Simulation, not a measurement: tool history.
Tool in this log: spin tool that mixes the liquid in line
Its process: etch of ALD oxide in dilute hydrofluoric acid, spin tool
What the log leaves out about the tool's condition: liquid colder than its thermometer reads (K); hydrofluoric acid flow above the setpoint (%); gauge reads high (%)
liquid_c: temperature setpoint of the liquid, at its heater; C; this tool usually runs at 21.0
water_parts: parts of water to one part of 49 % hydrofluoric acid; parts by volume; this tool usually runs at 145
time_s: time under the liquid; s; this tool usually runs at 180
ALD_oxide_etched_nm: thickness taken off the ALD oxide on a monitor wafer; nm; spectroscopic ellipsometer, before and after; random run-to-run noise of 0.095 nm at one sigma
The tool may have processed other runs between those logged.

run	hour	liquid_c	water_parts	time_s	wafers since the last listed run	hours since the thermometer was replaced	hours since the hydrofluoric acid flow meter was replaced	hours since the gauge calibration	read-back film thickness of the ALD oxide reference wafer, read on the same gauge (nm)	ALD_oxide_etched_nm
1	0.0	21.0	145	180	0	1304.9	569.1	682.9	150.01	14.70
2	66.4	21.0	145	180	483	1371.3	635.5	749.3	150.02	14.80
3	97.3	21.0	125	180	224	1402.2	666.4	780.2	149.99	17.44
4	138.5	21.0	125	180	299	1443.4	707.6	821.4	150.01	17.22
5	190.0	21.0	125	180	374	1494.9	759.1	872.9	150.01	17.16
6	225.5	21.0	145	180	258	1530.4	794.6	908.4	150.02	14.51
7	283.5	21.0	145	180	422	1588.4	852.6	966.4	150.01	14.48
8	338.9	21.0	145	180	403	1643.8	908.0	1021.8	150.00	14.54
9	391.4	21.0	145	140	382	1696.3	960.5	1074.3	149.99	11.24
10	444.2	25.5	90	135	384	1749.1	1013.3	1127.1	150.00	22.03
# hour 516.9: gauge calibrated
# hour 655.1: thermometer replaced
11	659.1	26.0	100	180	1556	4.0	1228.2	142.2	150.02	25.27
12	726.9	21.0	145	265	493	71.8	1296.0	210.0	150.01	20.05
# hour 772.7: hydrofluoric acid flow meter replaced
13	792.6	21.0	145	180	470	137.5	19.9	275.7	149.99	13.63
14	850.7	21.0	145	100	422	195.6	78.0	333.8	150.01	7.55
15	879.2	21.0	215	125	207	224.1	106.5	362.3	150.02	5.82
# hour 891.5: thermometer replaced, repeated, since the last time left the tool worse
16	910.2	24.5	80	120	218	18.7	137.5	393.3	150.02	22.81
17	978.6	24.0	115	255	497	87.1	205.9	461.7	150.01	31.48

What the log doesn't show, run by run:
hydrofluoric acid flow above the setpoint (%): 0 on each run
gauge reads high (%): 0 on each run
H1: liquid colder than its thermometer reads (K)
run	H1
1	1.18
2	1.24
3	1.26
4	1.3
5	1.34
6	1.37
7	1.42
8	1.47
9	1.52
10	1.56
11	3.05
12	3.11
13	3.17
14	3.22
15	3.24
16	0.339
17	0.398
